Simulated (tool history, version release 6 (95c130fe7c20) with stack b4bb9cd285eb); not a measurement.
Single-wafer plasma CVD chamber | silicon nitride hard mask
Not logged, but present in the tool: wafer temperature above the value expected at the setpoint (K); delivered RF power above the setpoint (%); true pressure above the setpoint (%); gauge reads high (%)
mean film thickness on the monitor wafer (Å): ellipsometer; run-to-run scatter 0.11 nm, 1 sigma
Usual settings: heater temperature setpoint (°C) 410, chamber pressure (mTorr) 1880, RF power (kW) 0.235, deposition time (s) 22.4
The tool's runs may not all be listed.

run,hour,heater temperature setpoint (°C),chamber pressure (mTorr),RF power (kW),deposition time (s),wafers since the last listed run,hours since the last thermocouple change,hours since the last RF generator calibration,hours since the last manometer calibration,hours since the showerhead was replaced,hours since the gauge calibration,"read-back reference wafer on the same gauge, thickness_nm",mean film thickness on the monitor wafer (Å)
1,0,410,1880,0.235,20,0,1808.7,161,197.7,5041.9,498.8,22.867,195.34
2,92,410,1880,0.235,20,2281,1900.7,253,289.7,5133.9,590.8,22.886,192.93
3,178.9,410,1680,0.26,22.4,2155,1987.6,339.9,376.6,5220.8,677.7,22.91,217.98
4,248.1,410,1880,0.235,25.6,1716,2056.8,409.1,445.8,5290,746.9,22.891,245.82
5,323.1,410,1880,0.235,25.6,1860,2131.8,484.1,520.8,5365,821.9,22.909,243.49
6,363.8,410,1880,0.235,22.4,1009,2172.5,524.8,561.5,5405.7,862.6,22.9,212.91
7,408.5,410,1880,0.235,22.4,1108,2217.2,569.5,606.2,5450.4,907.3,22.906,214.67
8,457.4,410,1980,0.235,22.4,1212,2266.1,618.4,655.1,5499.3,956.2,22.894,217.65
9,551,410,1980,0.235,22.4,2321,2359.7,712,748.7,5592.9,1049.8,22.883,216.27
10,630,410,1880,0.235,22.4,1959,2438.7,791,827.7,5671.9,1128.8,22.931,212.3
11,688.8,402,2340,0.19,26.8,1458,2497.5,849.8,886.5,5730.7,1187.6,22.898,239.76
# hour 722.5: capacitance manometer re-zeroed and calibrated
12,731,414,1880,0.235,22.4,848,2539.7,892,8.5,5772.9,1229.8,22.902,208.91
# hour 752: gauge calibrated
13,805.1,397,1660,0.235,22.4,1837,2613.8,966.1,82.6,5847,53.1,22.9,200.12
# hour 819.2: RF generator calibrated
# hour 866.4: thermocouple changed; heater temperature recalibrated
14,893.7,410,1880,0.235,22.4,1800,27.3,74.5,171.2,5935.6,141.7,22.918,220.02
# hour 955.1: showerhead replaced
15,973.1,423,2330,0.27,25.1,1770,106.7,153.9,250.6,18,221.1,22.925,280.52
16,1059.9,410,1880,0.235,22.4,2152,193.5,240.7,337.4,104.8,307.9,22.904,216.47
17,1110.6,410,1880,0.235,22.4,1257,244.2,291.4,388.1,155.5,358.6,22.914,214.53
18,1204.1,410,1880,0.235,22.4,2318,337.7,384.9,481.6,249,452.1,22.913,215.28
19,1247.9,410,1880,0.235,19,1086,381.5,428.7,525.4,292.8,495.9,22.867,180.63
20,1308,421,1520,0.22,22.4,1490,441.6,488.8,585.5,352.9,556,22.907,187.59
21,1395.3,415,1630,0.215,22.4,2165,528.9,576.1,672.8,440.2,643.3,22.9,190.66

Take each entry between the runs: how does the hidden state at the last listed run before it differ from the hidden state at the first listed run after it?
Between runs 11 and 12: capacitance manometer re-zeroed and calibrated (hour 722.5)
  delivered RF power above the setpoint (%): -8.31 -> -8.71
  measured value less the no-hidden-state value, mean film thickness on the monitor wafer (Å): -12.13 -> -10.94
Between runs 12 and 13: gauge calibrated (hour 752)
  delivered RF power above the setpoint (%): -8.71 -> -9.4
  measured value less the no-hidden-state value, mean film thickness on the monitor wafer (Å): -10.94 -> -11.37
Between runs 13 and 14: RF generator calibrated (hour 819.2); thermocouple changed; heater temperature recalibrated (hour 866.4)
  delivered RF power above the setpoint (%): -9.4 -> -1.23
  measured value less the no-hidden-state value, mean film thickness on the monitor wafer (Å): -11.37 -> -1.48
Between runs 14 and 15: showerhead replaced (hour 955.1)
  delivered RF power above the setpoint (%): -1.23 -> -1.97
  measured value less the no-hidden-state value, mean film thickness on the monitor wafer (Å): -1.48 -> -3.04

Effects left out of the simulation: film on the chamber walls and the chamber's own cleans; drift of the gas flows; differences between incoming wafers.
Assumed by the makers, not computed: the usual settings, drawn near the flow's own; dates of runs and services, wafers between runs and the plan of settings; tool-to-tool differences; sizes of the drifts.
